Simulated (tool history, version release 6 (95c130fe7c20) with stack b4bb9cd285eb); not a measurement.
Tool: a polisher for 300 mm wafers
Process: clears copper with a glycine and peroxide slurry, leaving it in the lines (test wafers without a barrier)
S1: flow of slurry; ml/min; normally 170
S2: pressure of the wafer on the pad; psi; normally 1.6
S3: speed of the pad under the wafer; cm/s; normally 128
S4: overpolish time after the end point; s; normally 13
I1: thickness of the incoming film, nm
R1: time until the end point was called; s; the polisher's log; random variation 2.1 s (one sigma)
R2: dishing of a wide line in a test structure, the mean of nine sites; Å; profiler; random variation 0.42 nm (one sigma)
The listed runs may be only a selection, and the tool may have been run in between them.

Run 1, day 0.000: usual settings but S4 11 s; I1 652.6. Result: R1 134.0 s, R2 328 Å.
At day 0.775: head pressure recalibrated.
Run 2, day 2.117: usual settings but S4 11 s; I1 662.1. Result: R1 129.2 s, R2 351 Å.
Run 3, day 3.329: usual settings but S2 1.9 psi; I1 666.0. Result: R1 112.7 s, R2 439 Å.
Run 4, day 5.633: usual settings but S3 160 cm/s; I1 663.3. Result: R1 104.2 s, R2 443 Å.
At day 6.433: worn pad replaced by a new one.
Run 5, day 6.792: usual settings; I1 655.7. Result: R1 127.2 s, R2 390 Å.
Run 6, day 7.804: usual settings but S1 125 ml/min; I1 665.0. Result: R1 134.1 s, R2 370 Å.
Run 7, day 9.529: usual settings; I1 660.5. Result: R1 126.8 s, R2 386 Å.
Run 8, day 12.217: usual settings; I1 661.1. Result: R1 131.7 s, R2 379 Å.
Run 9, day 13.562: usual settings; I1 662.4. Result: R1 130.6 s, R2 377 Å.
At day 14.954: worn pad replaced by a new one.
At day 16.117: head pressure recalibrated.
Run 10, day 16.542: usual settings; I1 663.0. Result: R1 125.8 s, R2 400 Å.
Run 11, day 18.858: usual settings; I1 663.2. Result: R1 125.4 s, R2 399 Å.
At day 21.871: worn pad replaced by a new one.
At day 22.283: slurry nozzle cleaned.
Run 12, day 26.850: usual settings but S1 205 ml/min, S3 90 cm/s; I1 662.6. Result: R1 162.8 s, R2 322 Å.
At day 29.321: worn pad replaced by a new one.
Run 13, day 29.342: usual settings; I1 652.7. Result: R1 137.6 s, R2 376 Å.
At day 29.433: head pressure recalibrated.
Run 14, day 31.388: usual settings but S1 145 ml/min, S3 162 cm/s, S4 9 s; I1 663.9. Result: R1 105.6 s, R2 332 Å.
Run 15, day 33.025: usual settings; I1 653.6. Result: R1 123.4 s, R2 397 Å.
Run 16, day 35.308: usual settings but S1 155 ml/min, S3 168 cm/s; I1 660.9. Result: R1 102.6 s, R2 449 Å.

Expected results for the next run?
Run 17, day 36.475: usual settings but S4 17 s; I1 666.6. Result: R1 ?, R2 ?.

R1: 126.7 s
R2: 470 Å
Had the tool carried no hidden state, the very same run would have given R1 123.7 s, R2 479 Å.
